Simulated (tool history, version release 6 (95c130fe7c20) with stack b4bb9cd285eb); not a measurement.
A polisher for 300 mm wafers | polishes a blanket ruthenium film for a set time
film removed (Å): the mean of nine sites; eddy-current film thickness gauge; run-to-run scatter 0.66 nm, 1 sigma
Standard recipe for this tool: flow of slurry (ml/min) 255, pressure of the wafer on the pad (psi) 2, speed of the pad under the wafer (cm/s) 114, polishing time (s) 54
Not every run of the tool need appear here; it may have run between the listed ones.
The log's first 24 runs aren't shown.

run    hour  flow of slurry (ml/min)  pressure of the wafer on the pad (psi)  speed of the pad under the wafer (cm/s)  polishing time (s)  incoming thickness of the incoming film, nm  film removed (Å)
 25  1307.1                      255                                       2                                      114                  54                                        572.9               751
 26  1373.6                      335                                       2                                      114                  69                                        579.4               962
     1436.1  -- slurry nozzle cleaned
 27  1437.4                      185                                       2                                      114                  54                                          592               713
 28  1505.7                      280                                     2.2                                      152                  48                                          577               984
     1535.2  -- worn pad replaced by a new one
 29  1576.5                      255                                     2.7                                      114                  39                                        567.1               714
 30  1604.9                      255                                       2                                      114                  54                                        582.3               733
 31  1669.9                      255                                       2                                      114                  54                                        578.5               736
 32  1721.1                      255                                     1.3                                      114                  54                                        578.5               478
 33  1747.8                      225                                       2                                      100                  69                                        590.7               809
 34    1775                      255                                       2                                      114                  54                                        576.9               741

Run 35, settings as shown, results not yet in. Your forecast:
     1906.2  -- slurry nozzle cleaned
 35  1955.4                      255                                       2                                      114                  54                                        584.2                 ?

Run 35 gave film removed (Å) 731.
With the hidden condition absent and the run-to-run variation left alone, this run would have shown film removed (Å) 731.
